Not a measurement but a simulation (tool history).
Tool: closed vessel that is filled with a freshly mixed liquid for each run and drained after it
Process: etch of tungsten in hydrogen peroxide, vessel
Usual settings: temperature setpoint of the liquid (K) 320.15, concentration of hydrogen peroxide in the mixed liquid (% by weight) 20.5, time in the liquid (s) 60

run,hour,temperature setpoint of the liquid (K),concentration of hydrogen peroxide in the mixed liquid (% by weight),time in the liquid (s),wafers since the last listed run,hours since the thermometer was replaced,hours since the peroxide flow meter was replaced,hours since the drum of peroxide was connected,hours since the gauge calibration,"read-back film thickness of the tungsten reference wafer, read on the same gauge (nm)",thickness taken off the tungsten on a monitor wafer (nm)
1,0,320.15,20.5,60,0,2185,1387.6,746.5,40.8,60.05,63.28
2,10.7,320.15,16.5,60,1003,2195.7,1398.3,757.2,51.5,59.99,56.86
3,23.6,320.15,16.5,60,1209,2208.6,1411.2,770.1,64.4,60.02,56.57
4,41,320.15,16.5,60,1631,2226,1428.6,787.5,81.8,60,56.58
5,57.3,320.15,22,60,1528,2242.3,1444.9,803.8,98.1,59.95,65.54
6,66.4,320.15,20.5,60,853,2251.4,1454,812.9,107.2,59.96,63.38
7,79.8,320.15,20.5,60,1256,2264.8,1467.4,826.3,120.6,60.03,63.25
8,95.7,320.15,20.5,60,1491,2280.7,1483.3,842.2,136.5,60,62.91
9,102.7,320.15,20.5,60,656,2287.7,1490.3,849.2,143.5,59.95,63.04
10,115.1,320.15,20.5,60,1162,2300.1,1502.7,861.6,155.9,59.97,63.12
11,130.8,320.15,20.5,60,1472,2315.8,1518.4,877.3,171.6,59.99,62.93
# hour 143.2: thermometer replaced
12,143.7,320.15,20.5,60,1116,0.5,1531.3,890.2,184.5,60.03,63.3
13,157.3,320.15,18,60,1275,14.1,1544.9,903.8,198.1,59.96,58.88
14,165.9,315.15,20.5,60,806,22.7,1553.5,912.4,206.7,59.97,46.27
15,178.9,315.15,20.5,60,1219,35.7,1566.5,925.4,219.7,59.94,46.22
# hour 186.6: new drum of peroxide connected
16,195.4,326.65,20.5,60,1453,52.2,1583,8.8,236.2,60.03,98.39
17,206.3,312.15,20.5,60,1022,63.1,1593.9,19.7,247.1,60,39.49
18,218.7,320.15,22.5,95,1162,75.5,1606.3,32.1,259.5,59.96,109.7
# hour 221.9: gauge calibrated
19,227.7,320.15,20.5,75,844,84.5,1615.3,41.1,5.8,59.99,82.53
20,240.1,320.15,20.5,60,1162,96.9,1627.7,53.5,18.2,60.05,65.84
# hour 243.1: peroxide flow meter replaced
21,251.9,327.65,23.5,50,1012,108.7,8.8,65.3,30,59.98,86.35
22,259.4,320.15,22,60,703,116.2,16.3,72.8,37.5,60,63.59
23,268.4,320.15,20.5,60,844,125.2,25.3,81.8,46.5,59.97,61.5
24,275.9,320.15,20.5,45,703,132.7,32.8,89.3,54,60,46.17
25,287.9,320.15,20.5,60,1125,144.7,44.8,101.3,66,60,61.53
26,295.7,320.15,18.5,60,731,152.5,52.6,109.1,73.8,60.03,58.38
27,301.8,311.15,24,40,572,158.6,58.7,115.2,79.9,59.98,24.91
28,308.2,323.65,15.5,60,600,165,65.1,121.6,86.3,60.02,66.13
29,317.4,320.15,20.5,60,862,174.2,74.3,130.8,95.5,59.97,61.28
30,323.7,315.65,20.5,60,590,180.5,80.6,137.1,101.8,60,46.06

Measured less the same run without the tool's hidden state. The same run-to-run variation is in both; the gauge's scatter may not be:
The hidden state here: liquid colder than its thermometer reads (K); peroxide flow above the setpoint (%); peroxide weaker than its label (%); gauge reads high (%).
run,thickness taken off the tungsten on a monitor wafer (nm)
1,+1.31
2,+1.18
3,+1.15
4,+1.15
5,+1.31
6,+1.26
7,+1.25
8,+1.22
9,+1.22
10,+1.21
11,+1.19
12,+1.19
13,+1.09
14,+0.85
15,+0.84
16,+5.78
17,+2.31
18,+6.42
19,+4.82
20,+3.84
21,-0.63
22,-0.47
23,-0.46
24,-0.35
25,-0.47
26,-0.44
27,-0.19
28,-0.51
29,-0.47
30,-0.37
